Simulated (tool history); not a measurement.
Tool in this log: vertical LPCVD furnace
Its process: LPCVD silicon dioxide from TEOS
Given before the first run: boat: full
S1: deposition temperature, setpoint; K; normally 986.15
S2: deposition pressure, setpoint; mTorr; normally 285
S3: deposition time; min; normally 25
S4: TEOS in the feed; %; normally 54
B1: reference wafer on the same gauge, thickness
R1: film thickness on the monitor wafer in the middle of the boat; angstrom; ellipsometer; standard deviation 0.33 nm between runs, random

run 1 day=0 | S1=986.15 S2=285 S3=25 S4=54 | B1=216.01 | R1=2419.2
run 2 day=2.15 | S1=986.15 S2=285 S3=25 S4=54 | B1=216.02 | R1=2422.7
run 3 day=2.533 | S1=986.15 S2=285 S3=25 S4=54 | B1=215.95 | R1=2417.3
run 4 day=3.138 | S1=986.15 S2=285 S3=19 S4=54 | B1=216.03 | R1=1849
run 5 day=3.517 | S1=986.15 S2=285 S3=25 S4=54 | B1=215.96 | R1=2421.6
run 6 day=3.8 | S1=986.15 S2=235 S3=25 S4=54 | B1=216.04 | R1=2210
run 7 day=4.446 | S1=986.15 S2=230 S3=25 S4=54 | B1=216.07 | R1=2188.4
run 8 day=4.871 | S1=986.15 S2=300 S3=25 S4=54 | B1=215.99 | R1=2494.5
-- day=5.9 pressure gauge zeroed
run 9 day=5.921 | S1=986.15 S2=300 S3=25 S4=54 | B1=216.02 | R1=2495.4
run 10 day=6.092 | S1=986.15 S2=300 S3=25 S4=54 | B1=216.03 | R1=2501
-- day=6.604 gauge calibrated
-- day=7.404 TEOS flow controller replaced
run 11 day=7.425 | S1=986.15 S2=285 S3=25 S4=54 | B1=216.01 | R1=2443.6
run 12 day=7.592 | S1=986.15 S2=230 S3=25 S4=54 | B1=215.99 | R1=2192.7
run 13 day=7.762 | S1=980.15 S2=265 S3=15.5 S4=64 | B1=216.03 | R1=1387.9
run 14 day=7.929 | S1=995.15 S2=220 S3=20.5 S4=51 | B1=215.96 | R1=2090.3
-- day=8.725 thermocouples replaced and temperature profile calibrated
run 15 day=8.746 | S1=986.15 S2=240 S3=25 S4=54 | B1=216.05 | R1=2054.9
run 16 day=8.917 | S1=990.15 S2=285 S3=25 S4=45 | B1=216.02 | R1=2242.3
run 17 day=9.083 | S1=986.15 S2=285 S3=25 S4=54 | B1=216.03 | R1=2247.9
run 18 day=9.596 | S1=991.15 S2=285 S3=25 S4=49 | B1=216.03 | R1=2388
run 19 day=10.333 | S1=986.15 S2=285 S3=25 S4=60 | B1=216.02 | R1=2366.7

Run 20, settings as shown, results not yet in. Your forecast:
run 20 day=10.929 | S1=990.15 S2=330 S3=29.5 S4=62 | B1=? | R1=?

Run 20 measured B1 216, R1 3340.4 angstrom.
Were there no unlogged condition in the tool, this run, its random variation unchanged, would have produced R1 3287.2 angstrom.
